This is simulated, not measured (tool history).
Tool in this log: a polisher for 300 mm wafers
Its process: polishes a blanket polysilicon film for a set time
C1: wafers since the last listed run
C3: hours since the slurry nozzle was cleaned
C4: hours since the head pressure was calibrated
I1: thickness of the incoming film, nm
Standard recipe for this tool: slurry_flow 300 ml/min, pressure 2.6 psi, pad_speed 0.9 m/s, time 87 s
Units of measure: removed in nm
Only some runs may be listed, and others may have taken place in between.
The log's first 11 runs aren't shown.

run 12 hour=265.1 | slurry_flow=350 pressure=2.6 pad_speed=0.9 time=87 | C1=349 wafers_polished_on_this_pad=2197 C3=513.8 C4=384.5 | I1=1815.8 | removed=531.8
-- hour=295.8 worn pad replaced by a new one
run 13 hour=296.3 | slurry_flow=300 pressure=2.6 pad_speed=0.9 time=87 | C1=324 wafers_polished_on_this_pad=6 C3=545 C4=415.7 | I1=1766 | removed=525.1
run 14 hour=328.2 | slurry_flow=300 pressure=2.6 pad_speed=0.9 time=87 | C1=380 wafers_polished_on_this_pad=387 C3=576.9 C4=447.6 | I1=1773.1 | removed=529.3
run 15 hour=363.4 | slurry_flow=300 pressure=2.6 pad_speed=0.9 time=87 | C1=420 wafers_polished_on_this_pad=807 C3=612.1 C4=482.8 | I1=1784.4 | removed=525.4
-- hour=381.1 slurry nozzle cleaned
run 16 hour=389 | slurry_flow=300 pressure=2.6 pad_speed=0.9 time=87 | C1=293 wafers_polished_on_this_pad=1101 C3=7.9 C4=508.4 | I1=1780.6 | removed=526.6
run 17 hour=424.4 | slurry_flow=300 pressure=2.6 pad_speed=0.9 time=81 | C1=422 wafers_polished_on_this_pad=1524 C3=43.3 C4=543.8 | I1=1795 | removed=493.3
run 18 hour=443.7 | slurry_flow=300 pressure=2.6 pad_speed=0.9 time=81 | C1=230 wafers_polished_on_this_pad=1754 C3=62.6 C4=563.1 | I1=1799.7 | removed=485
run 19 hour=462.9 | slurry_flow=300 pressure=2.6 pad_speed=0.9 time=58 | C1=229 wafers_polished_on_this_pad=1984 C3=81.8 C4=582.3 | I1=1779.8 | removed=350.8

What will run 20 give?
-- hour=474.6 worn pad replaced by a new one
run 20 hour=490.8 | slurry_flow=300 pressure=3.1 pad_speed=0.9 time=76 | C1=285 wafers_polished_on_this_pad=193 C3=109.7 C4=610.2 | I1=1778.8 | removed=?

{"run 20": {"removed": 521}}
If the tool had no hidden condition, the same run with the same run-to-run variation would have returned removed 521 nm.

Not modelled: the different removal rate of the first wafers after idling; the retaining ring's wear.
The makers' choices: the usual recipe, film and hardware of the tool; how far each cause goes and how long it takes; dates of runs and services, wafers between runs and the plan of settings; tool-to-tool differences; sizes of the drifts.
